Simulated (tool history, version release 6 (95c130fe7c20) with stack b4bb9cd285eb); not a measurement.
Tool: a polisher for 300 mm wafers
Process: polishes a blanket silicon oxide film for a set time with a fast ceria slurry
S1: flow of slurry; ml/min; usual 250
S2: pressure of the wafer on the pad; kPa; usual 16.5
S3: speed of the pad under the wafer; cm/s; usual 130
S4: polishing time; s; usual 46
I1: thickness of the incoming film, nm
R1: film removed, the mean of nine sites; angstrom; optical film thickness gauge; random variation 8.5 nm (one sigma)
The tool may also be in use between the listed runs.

run	hour	S1	S2	S3	S4	I1	R1
1	0.0	250	16.5	130	46	2312.1	8878
2	42.9	250	16.5	130	46	2269.2	9077
3	113.6	250	16.5	130	46	2305.7	9040
# hour 124.0: worn pad replaced by a new one
4	169.5	250	16.5	130	46	2286.8	9325
5	215.0	250	16.5	130	46	2277.3	9511
# hour 390.1: slurry nozzle cleaned
6	397.2	250	16.5	130	46	2257.7	9202
7	446.5	250	16.5	162	42	2300.1	10573
8	490.0	250	16.5	162	42	2309.4	10611
9	538.3	250	16.5	162	42	2252.5	10485
10	570.7	250	16.5	130	46	2287.7	9192
# hour 596.7: worn pad replaced by a new one
11	601.1	250	16.5	130	46	2301.0	10061
12	677.8	250	17.9	130	46	2296.6	10731
13	728.6	250	17.9	130	46	2245.1	10530
# hour 805.1: slurry nozzle cleaned
14	882.1	250	16.5	130	46	2273.2	9748
15	918.6	250	16.5	130	46	2240.6	9568
16	975.2	250	16.5	130	46	2294.3	9589
17	1012.8	250	16.5	156	52	2255.2	12963
18	1051.8	250	15.2	98	46	2299.8	6664
# hour 1108.1: worn pad replaced by a new one
19	1120.9	250	13.8	130	46	2297.5	8678
20	1186.1	305	16.5	150	54	2268.3	14019
# hour 1198.8: head pressure recalibrated
21	1242.2	250	16.5	116	34	2307.8	5787
# hour 1278.4: slurry nozzle cleaned
22	1293.0	250	21.4	130	37	2288.8	9198
23	1343.6	275	16.5	112	46	2248.5	7605
24	1390.6	285	21.4	150	46	2318.8	13235
25	1442.2	305	16.5	150	54	2310.9	12005
26	1484.4	250	16.5	130	46	2296.6	8776
27	1546.8	250	16.5	130	46	2312.1	8736
# hour 1589.1: worn pad replaced by a new one
28	1608.6	285	21.4	150	46	2237.7	14385
29	1679.9	210	13.1	118	46	2287.6	6483
30	1727.7	325	16.5	130	56	2252.9	11427
31	1756.1	285	21.4	150	46	2253.4	13833
# hour 1785.6: slurry nozzle cleaned
32	1811.6	225	16.5	104	46	2247.7	7160
33	1867.1	330	17.9	154	36	2295.0	9490
34	1903.8	250	16.5	130	46	2287.0	9022
# hour 2006.8: worn pad replaced by a new one
35	2076.9	250	16.5	130	46	2293.4	9634
36	2144.5	250	16.5	158	30	2260.4	7371
37	2208.8	250	16.5	130	46	2270.0	9248

The same runs without the tool's hidden state, with the same run-to-run variation:
The hidden state here: removal rate lost through wear of the pad, %; slurry flow missing at the pad, %; deviation of the head's pressure from its setpoint, %.
run	R1
1	9174
2	9368
3	9303
4	9042
5	9338
6	9214
7	10591
8	10624
9	10484
10	9181
11	9295
12	10175
13	10090
14	9456
15	9284
16	9298
17	12558
18	6447
19	7724
20	12751
21	6062
22	9694
23	8042
24	14012
25	12710
26	9284
27	9222
28	14080
29	6484
30	11530
31	14009
32	7284
33	9674
34	9199
35	9337
36	7244
37	9155

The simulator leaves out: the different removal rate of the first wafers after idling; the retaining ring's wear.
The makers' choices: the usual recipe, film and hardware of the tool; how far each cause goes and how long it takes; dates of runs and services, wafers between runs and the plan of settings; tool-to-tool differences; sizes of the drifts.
